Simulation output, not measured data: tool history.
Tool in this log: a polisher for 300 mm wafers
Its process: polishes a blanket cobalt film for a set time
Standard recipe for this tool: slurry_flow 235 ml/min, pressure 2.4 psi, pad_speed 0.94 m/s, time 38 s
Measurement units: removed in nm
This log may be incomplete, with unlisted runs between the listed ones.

run	hour	slurry_flow	pressure	pad_speed	time	wafers since the last listed run	wafers polished on this pad	hours since the slurry nozzle was cleaned	hours since the head pressure was calibrated	incoming thickness of the incoming film, nm	removed
1	0	235	2.4	0.94	47	0	949	285.4	517.7	1081.4	247.6
2	17.5	235	2.4	0.94	38	255	1205	302.9	535.2	1066.6	200
# hour 26.5: worn pad replaced by a new one
3	28.2	235	2.4	0.94	38	97	24	313.6	545.9	1074.2	218.3
4	34.2	235	2.4	0.78	38	87	112	319.6	551.9	1062.2	179.9
5	46.1	235	2.4	0.78	38	173	286	331.5	563.8	1066.8	177.8
6	60.8	235	2.4	0.94	38	214	500	346.2	578.5	1069.2	211.3
7	73.7	235	2.4	0.94	38	188	689	359.1	591.4	1083.9	210.2
8	84.9	235	2.4	0.94	38	163	852	370.3	602.6	1071.3	204.4
9	93.9	235	2.4	0.94	38	131	984	379.3	611.6	1051.6	201.7
10	103.1	235	2.4	0.94	38	134	1118	388.5	620.8	1071.4	194.3
# hour 109.7: head pressure recalibrated
11	110.2	235	2.4	1.18	38	74	1192	395.6	0.5	1062.1	244.2
12	122.7	235	2.4	0.94	38	182	1375	408.1	13	1070.3	194.2
# hour 129.8: worn pad replaced by a new one
# hour 136.4: slurry nozzle cleaned
13	139.6	235	2.4	0.78	38	173	128	3.2	29.9	1065.2	180.4
14	149.1	235	2.4	0.94	38	138	267	12.7	39.4	1066	214.6
15	162.7	265	2.4	1.06	38	198	465	26.3	53	1070.8	237.8
16	174	235	2.4	0.84	48	164	630	37.6	64.3	1055.2	237.8
17	191.3	170	2.7	1.2	31	252	883	54.9	81.6	1071	225.2

Run 18 comes next. What will it give?
18	204.3	235	1.9	1.16	38	189	1073	67.9	94.6	1071.6	?

{"run 18": {"removed": 209.3}}
If the tool had no hidden condition, the same run with the same run-to-run variation would have returned removed 229.4 nm.

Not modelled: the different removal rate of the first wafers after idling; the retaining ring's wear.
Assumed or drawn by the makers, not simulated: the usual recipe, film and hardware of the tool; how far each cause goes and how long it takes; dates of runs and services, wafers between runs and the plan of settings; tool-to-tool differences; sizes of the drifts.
